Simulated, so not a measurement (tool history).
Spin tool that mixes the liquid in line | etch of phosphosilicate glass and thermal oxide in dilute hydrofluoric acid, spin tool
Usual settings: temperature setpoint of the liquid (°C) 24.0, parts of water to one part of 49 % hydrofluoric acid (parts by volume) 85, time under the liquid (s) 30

| run | day | temperature setpoint of the liquid (°C) | parts of water to one part of 49 % hydrofluoric acid (parts by volume) | time under the liquid (s) | wafers since the last listed run | hours since the thermometer was replaced | hours since the hydrofluoric acid flow meter was replaced | hours since the gauge calibration | read-back film thickness of the phosphosilicate glass reference wafer, read on the same gauge (nm) | read-back film thickness of the thermal oxide reference wafer, read on the same gauge (nm) | thickness taken off the phosphosilicate glass on a monitor wafer (angstrom) | thickness taken off the thermal oxide on a monitor wafer (angstrom) |
|---|---|---|---|---|---|---|---|---|---|---|---|---|
| 1 | 0.000 | 28.0 | 85 | 30 | 0 | 371.3 | 1115.4 | 437.7 | 110.01 | 50.017 | 311.3 | 18.57 |
| 2 | 2.888 | 28.0 | 85 | 30 | 563 | 440.6 | 1184.7 | 507.0 | 110.00 | 49.991 | 304.8 | 18.95 |
| 3 | 5.617 | 24.0 | 85 | 30 | 532 | 506.1 | 1250.2 | 572.5 | 110.00 | 50.002 | 262.7 | 15.69 |
| 4 | 8.675 | 24.0 | 85 | 30 | 596 | 579.5 | 1323.6 | 645.9 | 109.97 | 49.985 | 265.3 | 16.02 |
| 5 | 10.275 | 24.0 | 85 | 30 | 312 | 617.9 | 1362.0 | 684.3 | 109.98 | 49.983 | 263.1 | 15.68 |
| 6 | 14.054 | 24.0 | 85 | 30 | 737 | 708.6 | 1452.7 | 775.0 | 109.99 | 50.007 | 266.4 | 15.76 |
| 7 | 15.650 | 24.0 | 85 | 30 | 311 | 746.9 | 1491.0 | 813.3 | 109.98 | 49.977 | 267.7 | 16.30 |
| 8 | 19.612 | 24.0 | 85 | 30 | 772 | 842.0 | 1586.1 | 908.4 | 110.00 | 50.001 | 268.5 | 15.82 |
| 9 | 24.046 | 24.0 | 85 | 30 | 864 | 948.4 | 1692.5 | 1014.8 | 109.99 | 50.015 | 265.5 | 16.14 |
|  | 25.475 | hydrofluoric acid flow meter replaced |
| 10 | 25.817 | 27.0 | 125 | 15 | 337 | 990.9 | 8.2 | 1057.3 | 109.98 | 50.036 | 95.8 | 5.70 |
| 11 | 29.446 | 27.5 | 125 | 40 | 707 | 1078.0 | 95.3 | 1144.4 | 109.97 | 50.010 | 265.8 | 15.83 |
|  | 31.396 | thermometer replaced |
| 12 | 31.883 | 26.5 | 85 | 15 | 467 | 11.7 | 153.8 | 1202.9 | 109.99 | 49.981 | 147.0 | 8.64 |
|  | 33.150 | gauge calibrated |
| 13 | 35.417 | 24.0 | 65 | 15 | 689 | 96.5 | 238.6 | 54.4 | 110.02 | 50.005 | 180.3 | 10.67 |
| 14 | 38.217 | 24.0 | 110 | 15 | 546 | 163.7 | 305.8 | 121.6 | 109.99 | 49.971 | 100.7 | 5.90 |
| 15 | 40.512 | 24.0 | 50 | 30 | 447 | 218.8 | 360.9 | 176.7 | 110.00 | 50.028 | 469.7 | 28.63 |
| 16 | 43.383 | 24.0 | 85 | 30 | 559 | 287.7 | 429.8 | 245.6 | 110.00 | 50.018 | 265.8 | 16.38 |
| 17 | 46.800 | 21.0 | 50 | 45 | 666 | 369.7 | 511.8 | 327.6 | 110.00 | 49.995 | 633.6 | 37.81 |
| 18 | 50.333 | 24.0 | 65 | 15 | 689 | 454.5 | 596.6 | 412.4 | 109.99 | 49.988 | 178.9 | 10.93 |

Hidden state at the last listed run before each entry between runs and at the first one after, where it differs:
Between runs 9 and 10: hydrofluoric acid flow meter replaced (day 25.475)
  no hidden state differs between the two runs
Between runs 11 and 12: thermometer replaced (day 31.396)
  no hidden state differs between the two runs
Between runs 12 and 13: gauge calibrated (day 33.150)
  no hidden state differs between the two runs
